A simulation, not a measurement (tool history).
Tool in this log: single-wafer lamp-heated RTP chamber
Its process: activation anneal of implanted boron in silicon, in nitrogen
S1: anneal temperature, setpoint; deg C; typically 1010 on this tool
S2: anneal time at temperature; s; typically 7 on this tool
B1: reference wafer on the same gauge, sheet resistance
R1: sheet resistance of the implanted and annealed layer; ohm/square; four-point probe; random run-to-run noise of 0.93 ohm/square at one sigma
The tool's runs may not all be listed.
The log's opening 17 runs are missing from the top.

run	day	S1	S2	B1	R1
18	15.083	1001	9	378.10	407.18
# day 15.388: gauge calibrated
19	15.775	1010	7	384.09	413.32
20	17.225	1031	7	383.55	407.23
21	18.583	992	3	382.87	424.46
22	19.929	1010	7	382.74	411.55
# day 20.308: reflector plate cleaned
23	21.242	1035	7	382.47	407.61
24	21.788	1024	7	382.76	408.21
25	22.462	1010	4	382.19	410.42
26	23.721	1037	7	381.68	406.87
27	24.946	986	4	381.80	427.00
28	25.458	1010	7	381.39	409.75
29	26.025	991	4	381.26	419.30
# day 26.892: pyrometer window cleaned and pyrometer calibrated
30	26.912	990	9	380.80	419.27
31	28.858	1010	7	380.51	408.93
32	30.112	999	7	380.78	414.43
33	31.246	1025	3	380.39	408.66
34	34.842	1037	3	380.27	404.60
# day 35.879: reflector plate cleaned
35	35.900	1010	7	379.56	410.43
36	36.533	1010	3	379.93	409.66

What will run 37 give?
37	37.371	1030	11	?	?

B1: 379.65
R1: 402.42 ohm/square
With the hidden condition absent and the run-to-run variation left alone, this run would have shown R1 406.99 ohm/square.
